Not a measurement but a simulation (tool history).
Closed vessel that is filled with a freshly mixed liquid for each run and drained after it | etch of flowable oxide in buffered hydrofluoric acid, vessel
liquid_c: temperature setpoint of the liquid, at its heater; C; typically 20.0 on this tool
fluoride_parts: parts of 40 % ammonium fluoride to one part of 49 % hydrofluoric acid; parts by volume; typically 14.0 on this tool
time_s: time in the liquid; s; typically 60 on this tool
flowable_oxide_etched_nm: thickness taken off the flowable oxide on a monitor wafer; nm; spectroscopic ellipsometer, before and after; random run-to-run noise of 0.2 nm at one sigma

run	hour	liquid_c	fluoride_parts	time_s	read-back film thickness of the flowable oxide reference wafer, read on the same gauge (nm)	flowable_oxide_etched_nm
1	0.0	20.0	14.0	60	100.92	63.21
2	45.8	19.0	14.0	60	101.14	59.51
3	81.5	19.0	14.0	60	101.27	59.91
4	123.7	19.0	14.0	60	101.41	59.78
5	172.2	20.0	11.0	60	101.64	79.87
6	211.3	20.0	11.0	60	101.76	80.37
# hour 255.6: gauge calibrated
7	267.6	20.0	11.0	60	99.96	78.91
8	299.4	20.0	14.0	60	100.11	62.12
# hour 303.9: hydrofluoric acid flow meter replaced
9	328.5	22.0	9.0	30	100.18	52.00
10	397.4	24.5	18.0	30	100.49	31.25
11	441.6	23.5	9.0	75	100.64	141.61
# hour 488.1: thermometer replaced
12	508.8	17.0	15.5	95	100.87	75.70
13	575.9	17.5	17.5	45	101.11	32.88
14	601.6	20.0	12.5	50	101.21	58.83
15	635.0	20.0	9.5	60	101.30	90.46
16	679.2	19.0	14.0	60	101.49	59.53
17	733.7	20.0	14.0	35	101.66	36.80

What if the next run were any one of these 3? Each begins from the tool's condition after run 17:
A	734.4	20.0	14.0	60	?	?
B	734.4	20.0	10.0	60	?	?
C	734.4	20.0	14.0	95	?	?

run	read-back film thickness of the flowable oxide reference wafer, read on the same gauge (nm)	flowable_oxide_etched_nm
A	101.73	63.12
B	101.73	87.70
C	101.73	99.93
Had the tool no hidden state, the same runs would have come out as:
run	flowable_oxide_etched_nm
A	62.07
B	86.24
C	98.27
